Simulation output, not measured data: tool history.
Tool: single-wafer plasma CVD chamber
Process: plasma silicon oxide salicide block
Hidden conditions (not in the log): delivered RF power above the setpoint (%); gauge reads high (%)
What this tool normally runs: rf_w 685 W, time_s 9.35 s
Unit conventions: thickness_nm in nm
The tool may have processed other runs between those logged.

run	hour	rf_w	time_s	wafers since the last listed run	hours since the last RF generator calibration	hours since the showerhead was replaced	hours since the gauge calibration	read-back reference wafer on the same gauge, thickness_nm	thickness_nm
1	0	685	9.35	0	1502	4868	88.2	106.898	103.619
2	23.7	685	9.35	859	1525.7	4891.7	111.9	107.172	104.556
3	71.1	685	9.35	1719	1573.1	4939.1	159.3	107.062	104.164
4	94.8	685	9.35	859	1596.8	4962.8	183	107.037	103.109
5	111.7	685	9.97	612	1613.7	4979.7	199.9	106.992	110.537
# hour 215.9: RF generator calibrated
6	216.4	685	9.97	3507	0.5	5084.4	304.6	106.889	109.541
7	236.9	685	9.97	743	21	5104.9	325.1	107.176	110.523
8	283.7	685	9.35	1697	67.8	5151.7	371.9	107.039	103.218
9	308.2	685	9.35	888	92.3	5176.2	396.4	107.014	103.438
10	320.3	685	9.35	438	104.4	5188.3	408.5	107.056	103.981
11	332.7	685	9.35	449	116.8	5200.7	420.9	106.925	104.854
12	350.9	685	10.62	660	135	5218.9	439.1	106.996	117.131
# hour 352.8: gauge calibrated
13	368.2	685	9.35	627	152.3	5236.2	15.4	106.973	103.789
14	390.9	630	11.01	823	175	5258.9	38.1	106.818	121.043
15	417.8	615	9.35	975	201.9	5285.8	65	107.071	100.929
16	441.3	685	9.35	852	225.4	5309.3	88.5	106.86	104.19
17	472.5	685	9.35	1131	256.6	5340.5	119.7	107.056	102.555
# hour 483.3: showerhead replaced
18	493.4	625	8.17	467	277.5	10.1	140.6	107.125	89.351
19	510	555	9.35	602	294.1	26.7	157.2	106.995	98.515
20	541.3	685	9.97	1135	325.4	58	188.5	106.946	110.037
21	574.3	685	7.59	1196	358.4	91	221.5	107.007	84.424
22	600.7	565	10.18	957	384.8	117.4	247.9	106.824	108.012
23	633.6	795	11.11	1193	417.7	150.3	280.8	106.934	126.064
24	660.3	575	7.57	968	444.4	177	307.5	107.099	80.402
25	687	685	9.97	968	471.1	203.7	334.2	107.02	109.865

5 options for the next run, each taken on its own from the tool as it stands now. Forecast them:
A	687.4	685	8.58	14	471.5	204.1	334.6	?	?
B	687.4	685	8.66	14	471.5	204.1	334.6	?	?
C	687.4	685	7.5	14	471.5	204.1	334.6	?	?
D	687.4	620	8.04	14	471.5	204.1	334.6	?	?
E	687.4	685	11	14	471.5	204.1	334.6	?	?

run	read-back reference wafer on the same gauge, thickness_nm	thickness_nm
A	107.032	93.93
B	107.032	94.806
C	107.032	82.107
D	107.032	86.313
E	107.032	120.423
The same runs, with their run-to-run variation unchanged, on a tool lacking any hidden condition would have given:
run	thickness_nm
A	93.93
B	94.806
C	82.107
D	86.313
E	120.423
